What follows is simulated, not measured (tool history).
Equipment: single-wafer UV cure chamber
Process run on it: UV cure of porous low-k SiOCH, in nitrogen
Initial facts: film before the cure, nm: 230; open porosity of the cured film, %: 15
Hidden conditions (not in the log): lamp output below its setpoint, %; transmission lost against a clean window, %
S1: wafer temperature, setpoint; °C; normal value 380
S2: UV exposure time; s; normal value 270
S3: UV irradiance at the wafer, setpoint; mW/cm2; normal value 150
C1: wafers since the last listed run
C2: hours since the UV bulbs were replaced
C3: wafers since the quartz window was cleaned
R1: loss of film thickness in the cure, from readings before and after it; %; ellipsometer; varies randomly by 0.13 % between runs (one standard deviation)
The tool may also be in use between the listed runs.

run,hour,S1,S2,S3,C1,C2,C3,R1
1,0.0,380,270,177,0,2189.3,1547,14.058
2,11.9,380,270,177,78,2201.2,1625,14.004
3,25.2,380,270,177,88,2214.5,1713,13.954
4,34.7,380,270,150,62,2224.0,1776,13.261
5,46.0,380,270,150,74,2235.3,1851,13.155
6,63.2,380,270,150,113,2252.5,1965,12.907
7,75.3,366,270,150,80,2264.6,2045,12.638
8,89.4,374,270,150,93,2278.7,2138,12.841
9,101.3,380,270,160,78,2290.6,2217,13.045
10,116.0,380,270,160,97,2305.3,2314,13.063
11,125.8,380,205,150,64,2315.1,2379,11.576
12,135.3,380,205,150,62,2324.6,2442,11.365
13,142.5,380,270,150,47,2331.8,2490,12.825

Run 14 has not been measured yet. What should we expect?
14,150.8,380,310,150,54,2340.1,2545,?

{"run 14": {"R1": 13.358}}
With no hidden state in the tool, this same run would have given R1 14.420 %.

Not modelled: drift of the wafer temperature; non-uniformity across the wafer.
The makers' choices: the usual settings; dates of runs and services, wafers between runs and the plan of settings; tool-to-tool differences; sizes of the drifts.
